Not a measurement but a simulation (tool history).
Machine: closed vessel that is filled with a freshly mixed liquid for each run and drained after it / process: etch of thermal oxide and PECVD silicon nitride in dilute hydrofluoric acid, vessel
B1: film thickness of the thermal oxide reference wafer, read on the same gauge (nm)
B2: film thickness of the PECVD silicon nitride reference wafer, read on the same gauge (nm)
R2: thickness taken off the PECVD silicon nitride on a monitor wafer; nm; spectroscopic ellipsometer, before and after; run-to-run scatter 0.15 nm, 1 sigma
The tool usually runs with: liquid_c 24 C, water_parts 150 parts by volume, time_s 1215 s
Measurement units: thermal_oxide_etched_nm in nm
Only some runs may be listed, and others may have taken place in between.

Run 1, day 0: usual settings; B1 40.01; B2 129.97. Result: thermal_oxide_etched_nm 35.85 nm, R2 15.97 nm.
Run 2, day 0.721: usual settings; B1 40.02; B2 130.01. Result: thermal_oxide_etched_nm 36.12 nm, R2 15.59 nm.
Run 3, day 1.792: usual settings; B1 39.99; B2 130. Result: thermal_oxide_etched_nm 36.29 nm, R2 15.98 nm.
Run 4, day 2.721: usual settings but water_parts 190 parts by volume; B1 39.99; B2 130.05. Result: thermal_oxide_etched_nm 27.22 nm, R2 12.55 nm.
Run 5, day 3.608: usual settings but water_parts 190 parts by volume; B1 39.98; B2 129.95. Result: thermal_oxide_etched_nm 27.18 nm, R2 12.68 nm.
At day 4.017: gauge calibrated.
Run 6, day 5.083: usual settings but water_parts 190 parts by volume; B1 40; B2 129.99. Result: thermal_oxide_etched_nm 27.36 nm, R2 12.61 nm.
Run 7, day 5.729: usual settings but liquid_c 26.5 C, water_parts 215 parts by volume; B1 40; B2 130. Result: thermal_oxide_etched_nm 25.86 nm, R2 13.09 nm.
Run 8, day 6.254: usual settings; B1 39.98; B2 129.99. Result: thermal_oxide_etched_nm 36.35 nm, R2 15.97 nm.
Run 9, day 7.033: usual settings but liquid_c 28.5 C, water_parts 110 parts by volume, time_s 690 s; B1 40; B2 130.02. Result: thermal_oxide_etched_nm 35.01 nm, R2 16.59 nm.
Run 10, day 8.529: usual settings but liquid_c 20 C, water_parts 110 parts by volume, time_s 795 s; B1 40.01; B2 129.95. Result: thermal_oxide_etched_nm 29.12 nm, R2 10.79 nm.
Run 11, day 9.825: usual settings but liquid_c 26.5 C, water_parts 190 parts by volume, time_s 1460 s; B1 39.99; B2 129.99. Result: thermal_oxide_etched_nm 36.73 nm, R2 17.8 nm.
At day 10.192: thermometer replaced.
Run 12, day 10.621: usual settings but liquid_c 28.5 C, water_parts 130 parts by volume, time_s 955 s; B1 40; B2 130.01. Result: thermal_oxide_etched_nm 40.26 nm, R2 19.33 nm.
Run 13, day 11.146: usual settings but liquid_c 28 C, water_parts 130 parts by volume, time_s 875 s; B1 40; B2 130.03. Result: thermal_oxide_etched_nm 35.99 nm, R2 17.15 nm.
Run 14, day 11.933: usual settings but liquid_c 20 C, water_parts 210 parts by volume, time_s 1645 s; B1 40.02; B2 130. Result: thermal_oxide_etched_nm 28.6 nm, R2 11.83 nm.
Run 15, day 12.479: usual settings but liquid_c 20.5 C, time_s 1585 s; B1 40; B2 129.96. Result: thermal_oxide_etched_nm 41.82 nm, R2 16.81 nm.
Run 16, day 13.121: usual settings; B1 40; B2 130.04. Result: thermal_oxide_etched_nm 36.34 nm, R2 15.98 nm.
Run 17, day 13.758: usual settings; B1 40; B2 129.99. Result: thermal_oxide_etched_nm 36.87 nm, R2 15.97 nm.
Run 18, day 14.442: usual settings but time_s 815 s; B1 40; B2 130.01. Result: thermal_oxide_etched_nm 24.53 nm, R2 10.8 nm.
Run 19, day 15.692: usual settings but liquid_c 26 C, time_s 525 s; B1 40.01; B2 129.99. Result: thermal_oxide_etched_nm 17.16 nm, R2 7.87 nm.
Run 20, day 16.312: usual settings; B1 40; B2 129.98. Result: thermal_oxide_etched_nm 37.15 nm, R2 15.84 nm.
Run 21, day 17.25: usual settings but liquid_c 20 C, water_parts 220 parts by volume, time_s 895 s; B1 40.01; B2 130. Result: thermal_oxide_etched_nm 14.98 nm, R2 6.27 nm.
Run 22, day 18.362: usual settings but liquid_c 29 C, water_parts 185 parts by volume; B1 39.98; B2 130.01. Result: thermal_oxide_etched_nm 34.71 nm, R2 17.83 nm.
Run 23, day 19.229: usual settings but liquid_c 28.5 C, water_parts 120 parts by volume; B1 40; B2 129.99. Result: thermal_oxide_etched_nm 57.13 nm, R2 27.07 nm.
Run 24, day 20.321: usual settings but liquid_c 27.5 C, water_parts 85 parts by volume; B1 40.03; B2 129.99. Result: thermal_oxide_etched_nm 80.91 nm, R2 34.77 nm.
Run 25, day 21.242: usual settings but liquid_c 22 C, water_parts 90 parts by volume, time_s 1005 s; B1 40.01; B2 129.94. Result: thermal_oxide_etched_nm 50.6 nm, R2 19.26 nm.
Run 26, day 22.167: usual settings but water_parts 75 parts by volume, time_s 515 s; B1 40; B2 130.05. Result: thermal_oxide_etched_nm 34.46 nm, R2 13.53 nm.

Each row is a separate what-if for the run after 26, all from the same tool condition, not one after another. Results?
Run A, day 22.208: usual settings; B1 ?; B2 ?. Result: thermal_oxide_etched_nm ?, R2 ?.
Run B, day 22.208: usual settings but liquid_c 27 C; B1 ?; B2 ?. Result: thermal_oxide_etched_nm ?, R2 ?.
Run C, day 22.208: usual settings but time_s 700 s; B1 ?; B2 ?. Result: thermal_oxide_etched_nm ?, R2 ?.
Run D, day 22.208: usual settings but liquid_c 19.5 C, time_s 1620 s; B1 ?; B2 ?. Result: thermal_oxide_etched_nm ?, R2 ?.

run  B1      B2  thermal_oxide_etched_nm     R2
  A  40  130.05                    37.07  16.24
  B  40  130.05                    41.53  19.66
  C  40  130.05                    21.36   9.35
  D  40  130.05                    41.42  16.09
The same runs, with their run-to-run variation unchanged, on a tool lacking any hidden condition would have given:
run  thermal_oxide_etched_nm     R2
  A                    35.09   15.5
  B                    39.29  18.76
  C                    20.22   8.93
  D                    39.24  15.37
